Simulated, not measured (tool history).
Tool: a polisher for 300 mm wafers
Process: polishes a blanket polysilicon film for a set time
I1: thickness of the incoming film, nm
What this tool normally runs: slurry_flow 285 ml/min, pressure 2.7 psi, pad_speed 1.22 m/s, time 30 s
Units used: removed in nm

Run 1, hour 0.0: usual settings; I1 998.4. Result: removed 242.4 nm.
At hour 42.9: head pressure recalibrated.
Run 2, hour 53.1: usual settings; I1 1001.3. Result: removed 238.3 nm.
Run 3, hour 108.7: usual settings; I1 1010.1. Result: removed 241.4 nm.
At hour 213.1: worn pad replaced by a new one.
Run 4, hour 226.8: usual settings; I1 1027.0. Result: removed 238.2 nm.
At hour 237.4: slurry nozzle cleaned.
Run 5, hour 257.5: usual settings; I1 1018.3. Result: removed 240.0 nm.
Run 6, hour 307.8: usual settings; I1 1009.2. Result: removed 242.3 nm.
Run 7, hour 375.8: usual settings; I1 991.7. Result: removed 236.7 nm.
Run 8, hour 409.4: usual settings; I1 1010.7. Result: removed 240.2 nm.
Run 9, hour 464.4: usual settings but time 23 s; I1 1021.6. Result: removed 180.9 nm.
Run 10, hour 507.1: usual settings but time 23 s; I1 992.1. Result: removed 185.8 nm.
Run 11, hour 559.0: usual settings; I1 996.7. Result: removed 243.8 nm.
At hour 580.9: worn pad replaced by a new one.
Run 12, hour 625.0: usual settings; I1 1017.8. Result: removed 237.6 nm.
Run 13, hour 779.8: usual settings; I1 1019.9. Result: removed 242.1 nm.
Run 14, hour 828.8: usual settings; I1 1010.5. Result: removed 240.0 nm.
Run 15, hour 883.4: usual settings; I1 996.3. Result: removed 238.3 nm.
Run 16, hour 943.8: usual settings but time 37 s; I1 1007.4. Result: removed 291.2 nm.
At hour 956.8: slurry nozzle cleaned.
At hour 957.0: worn pad replaced by a new one.
Run 17, hour 984.3: usual settings; I1 1015.4. Result: removed 238.9 nm.
Run 18, hour 1013.5: usual settings; I1 1011.5. Result: removed 241.6 nm.
At hour 1029.6: head pressure recalibrated.
Run 19, hour 1041.3: usual settings but time 39 s; I1 1006.5. Result: removed 310.3 nm.
Run 20, hour 1066.4: usual settings but slurry_flow 245 ml/min, pad_speed 0.94 m/s; I1 1002.2. Result: removed 182.3 nm.
Run 21, hour 1264.0: usual settings but pressure 2.1 psi, time 36 s; I1 1005.7. Result: removed 224.3 nm.

Run 22 is up next; what results do you expect?
At hour 1273.7: worn pad replaced by a new one.
Run 22, hour 1296.3: usual settings but time 38 s; I1 1012.8. Result: removed ?.

removed: 303.4 nm
Without the tool's hidden state the same run would have given removed 303.4 nm.
